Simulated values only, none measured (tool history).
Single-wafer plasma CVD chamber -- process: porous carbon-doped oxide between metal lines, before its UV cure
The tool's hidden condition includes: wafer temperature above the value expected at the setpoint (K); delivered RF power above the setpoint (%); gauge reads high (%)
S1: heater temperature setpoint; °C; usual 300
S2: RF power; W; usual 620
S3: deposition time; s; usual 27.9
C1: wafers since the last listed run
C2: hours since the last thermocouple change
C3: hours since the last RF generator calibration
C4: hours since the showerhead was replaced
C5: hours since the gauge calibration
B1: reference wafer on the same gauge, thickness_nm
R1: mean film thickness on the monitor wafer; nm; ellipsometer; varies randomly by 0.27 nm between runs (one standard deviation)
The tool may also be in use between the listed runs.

{"run": 1, "hour": 0.0, "S1": 300, "S2": 620, "S3": 27.9, "C1": 0, "C2": 1592.2, "C3": 1672.9, "C4": 3781.9, "C5": 137.6, "B1": 179.819, "R1": 177.105}
{"run": 2, "hour": 9.3, "S1": 300, "S2": 620, "S3": 27.9, "C1": 162, "C2": 1601.5, "C3": 1682.2, "C4": 3791.2, "C5": 146.9, "B1": 179.794, "R1": 177.443}
{"run": 3, "hour": 17.6, "S1": 300, "S2": 620, "S3": 27.9, "C1": 145, "C2": 1609.8, "C3": 1690.5, "C4": 3799.5, "C5": 155.2, "B1": 179.856, "R1": 177.421}
{"run": 4, "hour": 34.6, "S1": 300, "S2": 620, "S3": 27.9, "C1": 297, "C2": 1626.8, "C3": 1707.5, "C4": 3816.5, "C5": 172.2, "B1": 179.732, "R1": 177.211}
{"hour": 48.4, "done": "thermocouple changed; heater temperature recalibrated"}
{"run": 5, "hour": 48.9, "S1": 300, "S2": 620, "S3": 27.9, "C1": 110, "C2": 0.5, "C3": 1721.8, "C4": 3830.8, "C5": 186.5, "B1": 179.734, "R1": 177.124}
{"run": 6, "hour": 51.3, "S1": 300, "S2": 620, "S3": 27.9, "C1": 41, "C2": 2.9, "C3": 1724.2, "C4": 3833.2, "C5": 188.9, "B1": 179.768, "R1": 177.356}
{"hour": 63.9, "done": "gauge calibrated"}
{"run": 7, "hour": 64.0, "S1": 300, "S2": 585, "S3": 24.9, "C1": 222, "C2": 15.6, "C3": 1736.9, "C4": 3845.9, "C5": 0.1, "B1": 180.919, "R1": 154.516}
{"hour": 81.1, "done": "showerhead replaced"}
{"run": 8, "hour": 81.6, "S1": 291, "S2": 675, "S3": 27.9, "C1": 167, "C2": 33.2, "C3": 1754.5, "C4": 0.5, "C5": 17.7, "B1": 180.574, "R1": 196.738}
{"run": 9, "hour": 86.0, "S1": 313, "S2": 620, "S3": 27.9, "C1": 76, "C2": 37.6, "C3": 1758.9, "C4": 4.9, "C5": 22.1, "B1": 180.426, "R1": 166.363}
{"hour": 94.6, "done": "RF generator calibrated"}
{"run": 10, "hour": 98.4, "S1": 300, "S2": 620, "S3": 27.9, "C1": 76, "C2": 50, "C3": 3.8, "C4": 17.3, "C5": 34.5, "B1": 180.193, "R1": 177.668}
{"run": 11, "hour": 109.2, "S1": 300, "S2": 665, "S3": 27.9, "C1": 188, "C2": 60.8, "C3": 14.6, "C4": 28.1, "C5": 45.3, "B1": 180.141, "R1": 184.93}
{"run": 12, "hour": 125.2, "S1": 286, "S2": 735, "S3": 22.9, "C1": 279, "C2": 76.8, "C3": 30.6, "C4": 44.1, "C5": 61.3, "B1": 179.987, "R1": 175.313}

Run 13 is up next; what results do you expect?
{"run": 13, "hour": 132.7, "S1": 300, "S2": 620, "S3": 22.9, "C1": 131, "C2": 84.3, "C3": 38.1, "C4": 51.6, "C5": 68.8, "B1": "?", "R1": "?"}

{"run 13": {"B1": 179.936, "R1": 146.608}}
If the tool had no hidden condition, the same run with the same run-to-run variation would have returned R1 147.472 nm.

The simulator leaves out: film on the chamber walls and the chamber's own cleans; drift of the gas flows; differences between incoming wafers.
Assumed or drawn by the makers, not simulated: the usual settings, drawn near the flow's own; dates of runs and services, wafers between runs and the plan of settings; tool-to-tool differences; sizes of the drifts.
